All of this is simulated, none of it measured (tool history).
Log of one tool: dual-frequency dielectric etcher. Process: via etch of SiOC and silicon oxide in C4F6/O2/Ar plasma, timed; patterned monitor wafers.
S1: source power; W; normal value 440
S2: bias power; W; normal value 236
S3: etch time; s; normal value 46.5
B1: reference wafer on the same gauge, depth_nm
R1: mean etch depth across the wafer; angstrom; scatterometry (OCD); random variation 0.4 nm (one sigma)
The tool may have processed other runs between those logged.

| run | day | S1 | S2 | S3 | B1 | R1 |
|---|---|---|---|---|---|---|
| 1 | 0 | 440 | 236 | 46.5 | 66.2 | 643 |
| 2 | 1.35 | 440 | 236 | 46.5 | 66.3 | 642 |
| 3 | 1.954 | 440 | 263 | 46.5 | 66.4 | 666 |
| 4 | 3.404 | 440 | 263 | 46.5 | 66.4 | 670 |
| 5 | 4.004 | 440 | 236 | 50.5 | 66.2 | 706 |
|  | 5.45 | source power generator calibrated |
| 6 | 5.471 | 440 | 236 | 50.5 | 66.4 | 694 |
| 7 | 6.246 | 440 | 236 | 46.5 | 66.1 | 642 |
|  | 6.246 | gauge calibrated |
|  | 6.979 | bias power generator calibrated |
| 8 | 7.338 | 440 | 236 | 46.5 | 66.2 | 643 |
| 9 | 8.754 | 440 | 236 | 46.5 | 66.4 | 642 |
| 10 | 9.317 | 440 | 285 | 56 | 66.4 | 845 |
|  | 10.371 | upper electrode replaced |
| 11 | 10.692 | 440 | 236 | 46.5 | 66.3 | 648 |
|  | 12.004 | wet clean of the chamber |
| 12 | 12.025 | 440 | 236 | 34.5 | 66.3 | 478 |
| 13 | 12.475 | 510 | 254 | 36.5 | 66.4 | 557 |
| 14 | 13.462 | 360 | 236 | 41.5 | 66.3 | 520 |
| 15 | 14.108 | 470 | 267 | 52 | 66.3 | 784 |
| 16 | 14.662 | 440 | 236 | 46.5 | 66.5 | 645 |
| 17 | 15.942 | 440 | 263 | 46.5 | 66.3 | 678 |
|  | 15.971 | gauge calibrated |
| 18 | 17.029 | 540 | 184 | 36.5 | 66.2 | 493 |

Run-by-run hidden state of the tool:
etch rate over this chamber's usual, %: 0 across all the runs
source power that arrives over what is set, %: 0 across all the runs
bias power that arrives over what is set, %: 0 across all the runs
gauge reads high (%): 0 across all the runs

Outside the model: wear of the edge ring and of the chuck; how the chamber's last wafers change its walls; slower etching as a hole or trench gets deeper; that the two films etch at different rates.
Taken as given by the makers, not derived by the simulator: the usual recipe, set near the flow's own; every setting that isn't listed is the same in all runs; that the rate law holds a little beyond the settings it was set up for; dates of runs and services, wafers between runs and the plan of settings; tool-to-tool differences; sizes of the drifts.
